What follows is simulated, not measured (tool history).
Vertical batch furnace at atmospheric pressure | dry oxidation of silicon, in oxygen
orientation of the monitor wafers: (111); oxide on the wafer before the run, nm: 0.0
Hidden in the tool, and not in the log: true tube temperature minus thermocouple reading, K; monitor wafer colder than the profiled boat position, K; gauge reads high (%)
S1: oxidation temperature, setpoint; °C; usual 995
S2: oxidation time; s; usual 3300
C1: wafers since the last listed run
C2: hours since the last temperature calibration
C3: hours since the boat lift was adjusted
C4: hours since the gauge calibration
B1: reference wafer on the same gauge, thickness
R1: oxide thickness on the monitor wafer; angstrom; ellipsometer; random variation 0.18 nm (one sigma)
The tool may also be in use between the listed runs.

| run | hour | S1 | S2 | C1 | C2 | C3 | C4 | B1 | R1 |
|---|---|---|---|---|---|---|---|---|---|
| 1 | 0.0 | 995 | 3300 | 0 | 1748.4 | 1704.3 | 514.2 | 53.51 | 614.0 |
| 2 | 60.1 | 995 | 3300 | 974 | 1808.5 | 1764.4 | 574.3 | 53.55 | 612.7 |
| 3 | 110.8 | 995 | 3300 | 822 | 1859.2 | 1815.1 | 625.0 | 53.59 | 615.5 |
| 4 | 171.5 | 995 | 3300 | 984 | 1919.9 | 1875.8 | 685.7 | 53.45 | 612.8 |
| 5 | 295.5 | 995 | 3300 | 2010 | 2043.9 | 1999.8 | 809.7 | 53.52 | 611.9 |
| 6 | 335.7 | 995 | 3300 | 651 | 2084.1 | 2040.0 | 849.9 | 53.49 | 612.8 |
| 7 | 367.8 | 995 | 2430 | 520 | 2116.2 | 2072.1 | 882.0 | 53.48 | 495.7 |
|  | 384.3 | gauge calibrated |
| 8 | 393.6 | 995 | 2430 | 418 | 2142.0 | 2097.9 | 9.3 | 53.50 | 497.7 |
| 9 | 419.0 | 995 | 4140 | 411 | 2167.4 | 2123.3 | 34.7 | 53.50 | 709.2 |
|  | 455.0 | thermocouples replaced and temperature profile calibrated |
| 10 | 487.9 | 995 | 3300 | 728 | 32.9 | 2192.2 | 103.6 | 53.52 | 609.3 |
| 11 | 531.8 | 995 | 3300 | 711 | 76.8 | 2236.1 | 147.5 | 53.45 | 605.8 |
| 12 | 600.7 | 989 | 3300 | 1117 | 145.7 | 2305.0 | 216.4 | 53.52 | 579.4 |
| 13 | 673.9 | 995 | 3300 | 1186 | 218.9 | 2378.2 | 289.6 | 53.56 | 607.0 |
| 14 | 726.9 | 1018 | 4680 | 859 | 271.9 | 2431.2 | 342.6 | 53.49 | 904.5 |
| 15 | 784.2 | 980 | 3870 | 929 | 329.2 | 2488.5 | 399.9 | 53.49 | 600.2 |
| 16 | 818.5 | 986 | 4560 | 556 | 363.5 | 2522.8 | 434.2 | 53.52 | 701.9 |
|  | 847.9 | boat lift adjusted |
| 17 | 865.5 | 974 | 4350 | 372 | 410.5 | 17.6 | 481.2 | 53.50 | 638.5 |
| 18 | 928.8 | 995 | 3300 | 1026 | 473.8 | 80.9 | 544.5 | 53.54 | 620.1 |
| 19 | 969.7 | 995 | 3300 | 663 | 514.7 | 121.8 | 585.4 | 53.48 | 620.0 |
| 20 | 1032.9 | 981 | 2010 | 1024 | 577.9 | 185.0 | 648.6 | 53.49 | 399.0 |
| 21 | 1087.0 | 995 | 3300 | 877 | 632.0 | 239.1 | 702.7 | 53.46 | 620.7 |
| 22 | 1139.9 | 995 | 3300 | 857 | 684.9 | 292.0 | 755.6 | 53.49 | 620.8 |
|  | 1173.4 | gauge calibrated |
| 23 | 1183.0 | 995 | 4080 | 698 | 728.0 | 335.1 | 9.6 | 53.51 | 716.4 |
| 24 | 1237.0 | 1018 | 4230 | 875 | 782.0 | 389.1 | 63.6 | 53.52 | 863.3 |
| 25 | 1270.9 | 1016 | 3300 | 549 | 815.9 | 423.0 | 97.5 | 53.50 | 727.3 |

The same runs without the tool's hidden state, with the same run-to-run variation:
| run | R1 |
|---|---|
| 1 | 625.0 |
| 2 | 624.3 |
| 3 | 627.6 |
| 4 | 625.6 |
| 5 | 626.1 |
| 6 | 627.5 |
| 7 | 508.1 |
| 8 | 510.5 |
| 9 | 727.1 |
| 10 | 625.8 |
| 11 | 622.8 |
| 12 | 596.5 |
| 13 | 626.0 |
| 14 | 932.1 |
| 15 | 621.3 |
| 16 | 725.9 |
| 17 | 643.6 |
| 18 | 624.9 |
| 19 | 624.9 |
| 20 | 402.2 |
| 21 | 625.6 |
| 22 | 625.9 |
| 23 | 722.2 |
| 24 | 870.0 |
| 25 | 733.4 |
